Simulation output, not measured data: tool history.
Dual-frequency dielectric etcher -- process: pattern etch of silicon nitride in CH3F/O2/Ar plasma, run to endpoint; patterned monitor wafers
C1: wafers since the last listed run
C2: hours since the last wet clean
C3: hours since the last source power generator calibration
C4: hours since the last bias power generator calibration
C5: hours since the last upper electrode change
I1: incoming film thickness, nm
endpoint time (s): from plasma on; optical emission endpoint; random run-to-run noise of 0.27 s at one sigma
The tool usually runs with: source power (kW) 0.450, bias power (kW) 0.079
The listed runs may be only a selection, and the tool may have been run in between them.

run 1 hour=0.0 | source_power_(kW)=0.450 bias_power_(kW)=0.079 | C1=0 C2=139.1 C3=3512.7 C4=2777.6 C5=2090.8 | I1=26.16 | endpoint_time_(s)=32.6
run 2 hour=63.3 | source_power_(kW)=0.450 bias_power_(kW)=0.079 | C1=989 C2=202.4 C3=3576.0 C4=2840.9 C5=2154.1 | I1=26.70 | endpoint_time_(s)=33.6
run 3 hour=92.0 | source_power_(kW)=0.450 bias_power_(kW)=0.079 | C1=448 C2=231.1 C3=3604.7 C4=2869.6 C5=2182.8 | I1=26.39 | endpoint_time_(s)=33.1
run 4 hour=155.5 | source_power_(kW)=0.450 bias_power_(kW)=0.079 | C1=992 C2=294.6 C3=3668.2 C4=2933.1 C5=2246.3 | I1=26.35 | endpoint_time_(s)=33.2
run 5 hour=219.0 | source_power_(kW)=0.450 bias_power_(kW)=0.079 | C1=992 C2=358.1 C3=3731.7 C4=2996.6 C5=2309.8 | I1=26.30 | endpoint_time_(s)=32.7
run 6 hour=283.5 | source_power_(kW)=0.450 bias_power_(kW)=0.079 | C1=1008 C2=422.6 C3=3796.2 C4=3061.1 C5=2374.3 | I1=26.38 | endpoint_time_(s)=33.3
-- hour=292.0 source power generator calibrated
-- hour=311.5 bias power generator calibrated
run 7 hour=346.1 | source_power_(kW)=0.450 bias_power_(kW)=0.064 | C1=853 C2=485.2 C3=54.1 C4=34.6 C5=2436.9 | I1=26.26 | endpoint_time_(s)=35.6
run 8 hour=381.0 | source_power_(kW)=0.350 bias_power_(kW)=0.091 | C1=545 C2=520.1 C3=89.0 C4=69.5 C5=2471.8 | I1=26.62 | endpoint_time_(s)=34.6
-- hour=434.1 upper electrode replaced
run 9 hour=434.6 | source_power_(kW)=0.560 bias_power_(kW)=0.066 | C1=462 C2=573.7 C3=142.6 C4=123.1 C5=0.5 | I1=26.56 | endpoint_time_(s)=32.9
run 10 hour=480.2 | source_power_(kW)=0.450 bias_power_(kW)=0.079 | C1=712 C2=619.3 C3=188.2 C4=168.7 C5=46.1 | I1=26.49 | endpoint_time_(s)=33.0
-- hour=532.4 wet clean of the chamber
run 11 hour=545.5 | source_power_(kW)=0.500 bias_power_(kW)=0.067 | C1=645 C2=13.1 C3=253.5 C4=234.0 C5=111.4 | I1=26.33 | endpoint_time_(s)=33.9
run 12 hour=612.7 | source_power_(kW)=0.450 bias_power_(kW)=0.079 | C1=1050 C2=80.3 C3=320.7 C4=301.2 C5=178.6 | I1=26.61 | endpoint_time_(s)=33.3
run 13 hour=641.5 | source_power_(kW)=0.490 bias_power_(kW)=0.068 | C1=450 C2=109.1 C3=349.5 C4=330.0 C5=207.4 | I1=26.49 | endpoint_time_(s)=33.6
run 14 hour=712.9 | source_power_(kW)=0.490 bias_power_(kW)=0.098 | C1=1116 C2=180.5 C3=420.9 C4=401.4 C5=278.8 | I1=26.72 | endpoint_time_(s)=29.8

Take each entry between the runs: how does the hidden state at the last listed run before it differ from the hidden state at the first listed run after it?
Between runs 6 and 7: source power generator calibrated (hour 292.0); bias power generator calibrated (hour 311.5)
  both runs share identical hidden conditions
Between runs 8 and 9: upper electrode replaced (hour 434.1)
  both runs share identical hidden conditions
Between runs 10 and 11: wet clean of the chamber (hour 532.4)
  both runs share identical hidden conditions
